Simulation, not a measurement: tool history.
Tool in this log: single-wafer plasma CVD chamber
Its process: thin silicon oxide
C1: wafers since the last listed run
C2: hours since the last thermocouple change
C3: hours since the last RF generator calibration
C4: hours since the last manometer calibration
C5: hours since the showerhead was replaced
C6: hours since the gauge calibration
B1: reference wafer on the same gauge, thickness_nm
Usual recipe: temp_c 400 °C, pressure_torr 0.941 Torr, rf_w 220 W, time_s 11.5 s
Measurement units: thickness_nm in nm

Run 1, hour 0: usual settings; C1 0; C2 2705.4; C3 1292.8; C4 1728; C5 3915.3; C6 211.6; B1 23.814. Result: thickness_nm 21.603 nm.
At hour 29.7: gauge calibrated.
Run 2, hour 31.3: usual settings; C1 614; C2 2736.7; C3 1324.1; C4 1759.3; C5 3946.6; C6 1.6; B1 23.808. Result: thickness_nm 22 nm.
Run 3, hour 51.5: usual settings but time_s 12.1 s; C1 396; C2 2756.9; C3 1344.3; C4 1779.5; C5 3966.8; C6 21.8; B1 23.8. Result: thickness_nm 22.878 nm.
Run 4, hour 85.1: usual settings but rf_w 195 W, time_s 10.1 s; C1 659; C2 2790.5; C3 1377.9; C4 1813.1; C5 4000.4; C6 55.4; B1 23.794. Result: thickness_nm 18.362 nm.
Run 5, hour 111.5: usual settings; C1 518; C2 2816.9; C3 1404.3; C4 1839.5; C5 4026.8; C6 81.8; B1 23.792. Result: thickness_nm 21.782 nm.
Run 6, hour 125.2: usual settings; C1 268; C2 2830.6; C3 1418; C4 1853.2; C5 4040.5; C6 95.5; B1 23.773. Result: thickness_nm 21.84 nm.
At hour 135.8: showerhead replaced.
Run 7, hour 151.6: usual settings; C1 361; C2 2857; C3 1444.4; C4 1879.6; C5 15.8; C6 121.9; B1 23.795. Result: thickness_nm 21.682 nm.
At hour 162.9: thermocouple changed; heater temperature recalibrated.
Run 8, hour 180.8: usual settings but pressure_torr 1.056 Torr; C1 416; C2 17.9; C3 1473.6; C4 1908.8; C5 45; C6 151.1; B1 23.835. Result: thickness_nm 23.145 nm.
At hour 205.2: capacitance manometer re-zeroed and calibrated.
At hour 217.1: RF generator calibrated.
Run 9, hour 217.6: usual settings but temp_c 407 °C, pressure_torr 0.826 Torr, rf_w 245 W; C1 408; C2 54.7; C3 0.5; C4 12.4; C5 81.8; C6 187.9; B1 23.802. Result: thickness_nm 20.841 nm.
Run 10, hour 223.4: usual settings but temp_c 405 °C, rf_w 195 W, time_s 13.5 s; C1 113; C2 60.5; C3 6.3; C4 18.2; C5 87.6; C6 193.7; B1 23.804. Result: thickness_nm 24.5 nm.
Run 11, hour 251.7: usual settings but temp_c 406 °C, pressure_torr 0.787 Torr, rf_w 195 W, time_s 10.5 s; C1 555; C2 88.8; C3 34.6; C4 46.5; C5 115.9; C6 222; B1 23.791. Result: thickness_nm 17.265 nm.
Run 12, hour 278.7: usual settings but temp_c 412 °C, rf_w 245 W; C1 529; C2 115.8; C3 61.6; C4 73.5; C5 142.9; C6 249; B1 23.788. Result: thickness_nm 22.499 nm.
Run 13, hour 304.5: usual settings but temp_c 406 °C; C1 506; C2 141.6; C3 87.4; C4 99.3; C5 168.7; C6 274.8; B1 23.783. Result: thickness_nm 21.697 nm.
At hour 314.6: gauge calibrated.
Run 14, hour 376.7: usual settings but time_s 9.4 s; C1 1417; C2 213.8; C3 159.6; C4 171.5; C5 240.9; C6 62.1; B1 23.776. Result: thickness_nm 17.832 nm.
Run 15, hour 393.4: usual settings; C1 327; C2 230.5; C3 176.3; C4 188.2; C5 257.6; C6 78.8; B1 23.803. Result: thickness_nm 21.671 nm.

5 ways to go on from here, each from the tool as it stands after run 15. What would each give?
Run A, hour 393.8: usual settings; C1 7; C2 230.9; C3 176.7; C4 188.6; C5 258; C6 79.2; B1 ?. Result: thickness_nm ?.
Run B, hour 393.8: usual settings but rf_w 245 W; C1 7; C2 230.9; C3 176.7; C4 188.6; C5 258; C6 79.2; B1 ?. Result: thickness_nm ?.
Run C, hour 393.8: usual settings but temp_c 404 °C, pressure_torr 0.831 Torr, rf_w 250 W, time_s 13.7 s; C1 7; C2 230.9; C3 176.7; C4 188.6; C5 258; C6 79.2; B1 ?. Result: thickness_nm ?.
Run D, hour 393.8: usual settings but temp_c 408 °C, rf_w 240 W, time_s 13.7 s; C1 7; C2 230.9; C3 176.7; C4 188.6; C5 258; C6 79.2; B1 ?. Result: thickness_nm ?.
Run E, hour 393.8: usual settings but pressure_torr 0.803 Torr; C1 7; C2 230.9; C3 176.7; C4 188.6; C5 258; C6 79.2; B1 ?. Result: thickness_nm ?.

run      B1  thickness_nm
  A  23.797        21.758
  B  23.797        22.537
  C  23.797         25.04
  D  23.797        26.528
  E  23.797        19.818
Without the tool's unlogged condition, the same runs would have read:
run  thickness_nm
  A        21.758
  B        22.537
  C         25.04
  D        26.528
  E        19.818
